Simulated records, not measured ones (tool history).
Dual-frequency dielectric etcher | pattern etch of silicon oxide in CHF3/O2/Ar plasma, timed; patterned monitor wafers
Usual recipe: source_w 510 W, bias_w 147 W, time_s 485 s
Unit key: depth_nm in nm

| run | hour | source_w | bias_w | time_s | wafers since the last listed run | hours since the last wet clean | hours since the last source power generator calibration | hours since the last bias power generator calibration | hours since the last upper electrode change | hours since the gauge calibration | read-back reference wafer on the same gauge, depth_nm | depth_nm |
|---|---|---|---|---|---|---|---|---|---|---|---|---|
| 1 | 0 | 510 | 147 | 574.5 | 0 | 364.6 | 660.7 | 4225.7 | 1347.5 | 1520.9 | 1093.4 | 1083.7 |
|  | 23 | bias power generator calibrated |
| 2 | 93.2 | 510 | 147 | 574.5 | 322 | 457.8 | 753.9 | 70.2 | 1440.7 | 1614.1 | 1093.7 | 1127.1 |
| 3 | 146.3 | 510 | 147 | 485 | 192 | 510.9 | 807 | 123.3 | 1493.8 | 1667.2 | 1094.9 | 944.7 |
| 4 | 208.9 | 510 | 147 | 485 | 226 | 573.5 | 869.6 | 185.9 | 1556.4 | 1729.8 | 1093.2 | 944.9 |
|  | 238.9 | wet clean of the chamber |
| 5 | 301.9 | 510 | 147 | 485 | 249 | 63 | 962.6 | 278.9 | 1649.4 | 1822.8 | 1093.5 | 947.9 |
| 6 | 347.3 | 510 | 147 | 485 | 164 | 108.4 | 1008 | 324.3 | 1694.8 | 1868.2 | 1093.7 | 949.7 |
| 7 | 436.7 | 510 | 147 | 485 | 323 | 197.8 | 1097.4 | 413.7 | 1784.2 | 1957.6 | 1094.6 | 944.6 |
| 8 | 472.7 | 510 | 147 | 485 | 130 | 233.8 | 1133.4 | 449.7 | 1820.2 | 1993.6 | 1093.8 | 953.5 |
| 9 | 527.2 | 510 | 147 | 485 | 197 | 288.3 | 1187.9 | 504.2 | 1874.7 | 2048.1 | 1094.5 | 940.9 |
| 10 | 572.9 | 440 | 116 | 393.5 | 165 | 334 | 1233.6 | 549.9 | 1920.4 | 2093.8 | 1093.4 | 669.9 |
|  | 611.4 | bias power generator calibrated, repeated, since the last time left the tool worse |
| 11 | 634.4 | 510 | 131 | 485 | 207 | 395.5 | 1295.1 | 23 | 1981.9 | 2155.3 | 1093.2 | 893 |
| 12 | 738 | 510 | 147 | 485 | 374 | 499.1 | 1398.7 | 126.6 | 2085.5 | 2258.9 | 1094.2 | 923.9 |
| 13 | 799.2 | 470 | 180 | 406 | 221 | 560.3 | 1459.9 | 187.8 | 2146.7 | 2320.1 | 1094.3 | 801.5 |
| 14 | 889.6 | 590 | 115 | 625.5 | 327 | 650.7 | 1550.3 | 278.2 | 2237.1 | 2410.5 | 1094.5 | 1183.7 |
|  | 926.5 | wet clean of the chamber |
| 15 | 955.1 | 430 | 115 | 530 | 150 | 28.6 | 1615.8 | 343.7 | 2302.6 | 2476 | 1093.6 | 875.7 |
|  | 1006.1 | gauge calibrated |
| 16 | 1016.3 | 510 | 123 | 432.5 | 221 | 89.8 | 1677 | 404.9 | 2363.8 | 10.2 | 1093.6 | 787.6 |
|  | 1070 | source power generator calibrated |
| 17 | 1090.7 | 510 | 122 | 619 | 254 | 164.2 | 20.7 | 479.3 | 2438.2 | 84.6 | 1093.6 | 1117.6 |
|  | 1157.1 | upper electrode replaced |
| 18 | 1157.6 | 470 | 147 | 485 | 155 | 231.1 | 87.6 | 546.2 | 0.5 | 151.5 | 1094 | 895.8 |
| 19 | 1240.1 | 510 | 147 | 485 | 298 | 313.6 | 170.1 | 628.7 | 83 | 234 | 1093.9 | 934.9 |
| 20 | 1385.7 | 550 | 175 | 485 | 526 | 459.2 | 315.7 | 774.3 | 228.6 | 379.6 | 1093.3 | 1014.5 |
| 21 | 1455.5 | 560 | 127 | 485 | 252 | 529 | 385.5 | 844.1 | 298.4 | 449.4 | 1093.3 | 918.8 |
| 22 | 1508 | 510 | 176 | 390.5 | 189 | 581.5 | 438 | 896.6 | 350.9 | 501.9 | 1093.8 | 794.2 |
|  | 1586.8 | wet clean of the chamber |
| 23 | 1596.5 | 510 | 165 | 485 | 233 | 9.7 | 526.5 | 985.1 | 439.4 | 590.4 | 1093.1 | 962.5 |
| 24 | 1647.2 | 510 | 147 | 574.5 | 183 | 60.4 | 577.2 | 1035.8 | 490.1 | 641.1 | 1094.1 | 1096.2 |
| 25 | 1728.1 | 510 | 147 | 485 | 292 | 141.3 | 658.1 | 1116.7 | 571 | 722 | 1094.7 | 924.2 |
| 26 | 1780.9 | 390 | 147 | 485 | 190 | 194.1 | 710.9 | 1169.5 | 623.8 | 774.8 | 1093.9 | 829.2 |
| 27 | 1861.4 | 510 | 147 | 485 | 291 | 274.6 | 791.4 | 1250 | 704.3 | 855.3 | 1093.4 | 927.1 |
| 28 | 1953.1 | 630 | 147 | 485 | 331 | 366.3 | 883.1 | 1341.7 | 796 | 947 | 1092.9 | 1014 |
| 29 | 2011.7 | 510 | 147 | 485 | 211 | 424.9 | 941.7 | 1400.3 | 854.6 | 1005.6 | 1093.8 | 932.3 |
| 30 | 2069 | 400 | 126 | 446.5 | 207 | 482.2 | 999 | 1457.6 | 911.9 | 1062.9 | 1093.8 | 730.3 |

Here are 3 independent what-if runs from the current tool condition. What would each one return?
| A | 2069.6 | 510 | 147 | 485 | 2 | 482.8 | 999.6 | 1458.2 | 912.5 | 1063.5 | ? | ? |
| B | 2069.6 | 510 | 147 | 367.5 | 2 | 482.8 | 999.6 | 1458.2 | 912.5 | 1063.5 | ? | ? |
| C | 2069.6 | 510 | 121 | 428.5 | 2 | 482.8 | 999.6 | 1458.2 | 912.5 | 1063.5 | ? | ? |

| run | read-back reference wafer on the same gauge, depth_nm | depth_nm |
|---|---|---|
| A | 1093.1 | 924.4 |
| B | 1093.1 | 700.5 |
| C | 1093.1 | 768.1 |
With the hidden condition removed and each run's random variation left untouched, the same runs would have given:
| run | depth_nm |
|---|---|
| A | 925.6 |
| B | 701.4 |
| C | 769.1 |
